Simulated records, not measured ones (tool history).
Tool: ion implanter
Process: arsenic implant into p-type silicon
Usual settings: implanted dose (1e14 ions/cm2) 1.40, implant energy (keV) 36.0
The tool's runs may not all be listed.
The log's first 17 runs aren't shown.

run   hour  implanted dose (1e14 ions/cm2)  implant energy (keV)  read-back reference wafer on the same gauge, sheet resistance  sheet resistance of the implanted and annealed layer (ohm/square)
 18  237.0                            1.06                  26.0                                                         500.70                                                             563.91
 19  249.3                            1.40                  46.0                                                         500.88                                                             416.73
 20  255.5                            1.40                  36.0                                                         500.86                                                             443.01
 21  268.7                            1.71                  31.0                                                         501.31                                                             387.52
 22  282.1                            1.40                  36.0                                                         500.93                                                             439.72
 23  296.8                            1.54                  32.0                                                         500.99                                                             417.35
     315.4  -- extraction supply calibrated
 24  315.9                            1.07                  40.5                                                         501.28                                                             517.60
 25  317.9                            1.40                  36.0                                                         500.40                                                             437.07
 26  331.6                            1.52                  32.0                                                         501.00                                                             423.78
 27  348.8                            1.52                  46.0                                                         500.43                                                             401.71
 28  386.6                            1.40                  30.0                                                         500.86                                                             460.51
     398.3  -- gauge calibrated
 29  410.6                            1.29                  24.0                                                         501.78                                                             502.77
 30  422.3                            1.75                  43.5                                                         501.13                                                             366.53
 31  437.9                            1.71                  36.0                                                         501.28                                                             382.56
 32  449.7                            1.40                  30.0                                                         501.19                                                             454.42
 33  463.4                            1.40                  25.0                                                         500.76                                                             466.69
 34  476.5                            1.04                  25.0                                                         500.87                                                             575.48
 35  492.7                            1.40                  36.0                                                         501.52                                                             438.69
 36  505.0                            1.59                  31.5                                                         499.98                                                             411.07
 37  518.1                            1.70                  24.5                                                         500.69                                                             405.16

Forecast each of these 4 alternatives for the next run:
  A  518.5                            1.40                  36.0                                                              ?                                                                  ?
  B  518.5                            1.60                  23.5                                                              ?                                                                  ?
  C  518.5                            1.16                  36.0                                                              ?                                                                  ?
  D  518.5                            1.40                  32.5                                                              ?                                                                  ?

run  read-back reference wafer on the same gauge, sheet resistance  sheet resistance of the implanted and annealed layer (ohm/square)
  A                                                         500.38                                                             440.04
  B                                                         500.38                                                             428.83
  C                                                         500.38                                                             500.89
  D                                                         500.38                                                             447.86
Without the tool's hidden state the same runs would have given:
run  sheet resistance of the implanted and annealed layer (ohm/square)
  A                                                             440.04
  B                                                             428.83
  C                                                             500.89
  D                                                             447.86
